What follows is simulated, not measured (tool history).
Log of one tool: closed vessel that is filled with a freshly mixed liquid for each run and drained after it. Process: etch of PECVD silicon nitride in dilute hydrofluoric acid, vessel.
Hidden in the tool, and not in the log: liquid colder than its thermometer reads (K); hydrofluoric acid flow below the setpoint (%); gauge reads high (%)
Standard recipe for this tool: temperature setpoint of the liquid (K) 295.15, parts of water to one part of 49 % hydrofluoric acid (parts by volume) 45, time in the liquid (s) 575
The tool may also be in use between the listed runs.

run,hour,temperature setpoint of the liquid (K),parts of water to one part of 49 % hydrofluoric acid (parts by volume),time in the liquid (s),wafers since the last listed run,hours since the thermometer was replaced,hours since the hydrofluoric acid flow meter was replaced,hours since the gauge calibration,"read-back film thickness of the PECVD silicon nitride reference wafer, read on the same gauge (nm)",thickness taken off the PECVD silicon nitride on a monitor wafer (angstrom)
1,0.0,295.15,45,575,0,1716.3,1268.6,401.4,110.01,271.5
2,97.5,295.15,45,575,7258,1813.8,1366.1,498.9,110.00,270.9
3,148.6,295.15,40,575,3804,1864.9,1417.2,550.0,110.04,305.5
4,217.1,295.15,40,575,5099,1933.4,1485.7,618.5,109.99,301.7
5,323.2,296.15,45,575,7899,2039.5,1591.8,724.6,109.98,288.0
6,395.4,296.15,45,575,5375,2111.7,1664.0,796.8,109.94,289.4
7,458.1,296.15,45,575,4668,2174.4,1726.7,859.5,109.93,290.2
8,518.6,295.15,45,660,4504,2234.9,1787.2,920.0,109.99,306.3
9,605.1,295.15,45,660,6439,2321.4,1873.7,1006.5,110.02,307.5
# hour 711.3: gauge calibrated
10,736.8,295.15,45,660,9805,2453.1,2005.4,25.5,109.96,306.4
11,782.3,295.15,45,800,3387,2498.6,2050.9,71.0,109.98,372.4
12,822.9,296.65,45,575,3022,2539.2,2091.5,111.6,110.02,295.4
13,906.4,299.65,60,575,6216,2622.7,2175.0,195.1,110.03,271.2
14,1001.2,296.15,45,575,7057,2717.5,2269.8,289.9,109.96,285.4
# hour 1010.7: hydrofluoric acid flow meter replaced
15,1079.0,299.65,25,375,5717,2795.3,68.3,367.7,110.04,437.5
# hour 1105.2: thermometer replaced
16,1117.6,295.15,45,575,2799,12.4,106.9,406.3,110.03,279.4
17,1164.2,293.65,45,850,3469,59.0,153.5,452.9,110.02,369.3
18,1225.1,295.15,60,575,4533,119.9,214.4,513.8,110.01,210.2
19,1263.0,295.15,30,575,2821,157.8,252.3,551.7,110.00,412.6
20,1354.8,295.15,45,800,6834,249.6,344.1,643.5,109.97,389.0
21,1402.3,293.65,45,850,3536,297.1,391.6,691.0,109.96,371.3

5 options for the next run, each taken on its own from the tool as it stands now. Forecast them:
A,1403.1,295.15,45,855,59,297.9,392.4,691.8,?,?
B,1403.1,292.65,45,745,59,297.9,392.4,691.8,?,?
C,1403.1,295.15,50,575,59,297.9,392.4,691.8,?,?
D,1403.1,297.65,45,575,59,297.9,392.4,691.8,?,?
E,1403.1,290.65,45,575,59,297.9,392.4,691.8,?,?

run,"read-back film thickness of the PECVD silicon nitride reference wafer, read on the same gauge (nm)",thickness taken off the PECVD silicon nitride on a monitor wafer (angstrom)
A,109.99,412.4
B,109.99,302.3
C,109.99,250.3
D,109.99,328.7
E,109.99,202.7
Without the tool's unlogged condition, the same runs would have read:
run,thickness taken off the PECVD silicon nitride on a monitor wafer (angstrom)
A,418.1
B,306.4
C,253.7
D,333.2
E,205.4

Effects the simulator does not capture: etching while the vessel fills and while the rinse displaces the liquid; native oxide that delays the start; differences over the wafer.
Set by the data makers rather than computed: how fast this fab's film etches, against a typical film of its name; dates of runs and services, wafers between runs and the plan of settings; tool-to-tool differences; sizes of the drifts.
